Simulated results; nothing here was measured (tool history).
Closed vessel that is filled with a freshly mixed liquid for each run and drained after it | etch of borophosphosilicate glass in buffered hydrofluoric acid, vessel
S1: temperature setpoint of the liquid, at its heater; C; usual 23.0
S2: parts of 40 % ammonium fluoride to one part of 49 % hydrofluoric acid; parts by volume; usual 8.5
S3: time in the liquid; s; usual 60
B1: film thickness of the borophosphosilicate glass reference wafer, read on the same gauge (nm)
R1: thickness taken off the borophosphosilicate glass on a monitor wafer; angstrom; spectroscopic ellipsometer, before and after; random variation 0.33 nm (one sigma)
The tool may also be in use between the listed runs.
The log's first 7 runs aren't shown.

| run | hour | S1 | S2 | S3 | B1 | R1 |
|---|---|---|---|---|---|---|
| 8 | 353.4 | 23.0 | 8.5 | 60 | 140.02 | 1036.7 |
|  | 371.7 | gauge calibrated |
| 9 | 487.1 | 23.0 | 8.5 | 90 | 140.00 | 1565.7 |
| 10 | 526.2 | 23.0 | 8.5 | 60 | 139.95 | 1052.8 |
| 11 | 562.9 | 21.5 | 10.5 | 40 | 140.00 | 539.7 |
| 12 | 599.9 | 23.0 | 11.0 | 60 | 139.99 | 839.0 |
| 13 | 648.8 | 21.0 | 11.5 | 30 | 139.99 | 362.5 |
| 14 | 718.9 | 23.0 | 6.0 | 60 | 139.94 | 1490.5 |
|  | 778.8 | thermometer replaced |
| 15 | 785.2 | 27.0 | 8.5 | 90 | 139.99 | 1903.3 |
| 16 | 837.1 | 23.0 | 7.5 | 75 | 140.04 | 1458.1 |
| 17 | 878.5 | 23.0 | 6.0 | 60 | 140.05 | 1454.9 |
| 18 | 1093.4 | 19.5 | 5.5 | 80 | 139.99 | 1732.3 |
| 19 | 1143.6 | 24.5 | 7.5 | 30 | 140.00 | 639.3 |
|  | 1154.4 | hydrofluoric acid flow meter replaced |
| 20 | 1183.9 | 21.5 | 5.5 | 60 | 140.01 | 1453.1 |
| 21 | 1238.0 | 23.0 | 10.0 | 45 | 140.00 | 683.8 |
| 22 | 1286.6 | 19.5 | 7.0 | 80 | 139.95 | 1412.1 |
| 23 | 1356.0 | 23.0 | 8.5 | 35 | 139.98 | 604.3 |
| 24 | 1420.0 | 23.0 | 8.5 | 60 | 140.02 | 1038.3 |
| 25 | 1475.0 | 23.0 | 8.5 | 60 | 140.00 | 1041.7 |
| 26 | 1532.9 | 23.0 | 8.5 | 60 | 140.00 | 1042.5 |
| 27 | 1591.5 | 23.0 | 12.0 | 60 | 139.95 | 764.0 |

Forecast run 28:
| 28 | 1655.0 | 23.0 | 6.0 | 75 | ? | ? |

B1: 139.98
R1: 1853.1 angstrom
Without the tool's hidden state the same run would have given R1 1813.6 angstrom.

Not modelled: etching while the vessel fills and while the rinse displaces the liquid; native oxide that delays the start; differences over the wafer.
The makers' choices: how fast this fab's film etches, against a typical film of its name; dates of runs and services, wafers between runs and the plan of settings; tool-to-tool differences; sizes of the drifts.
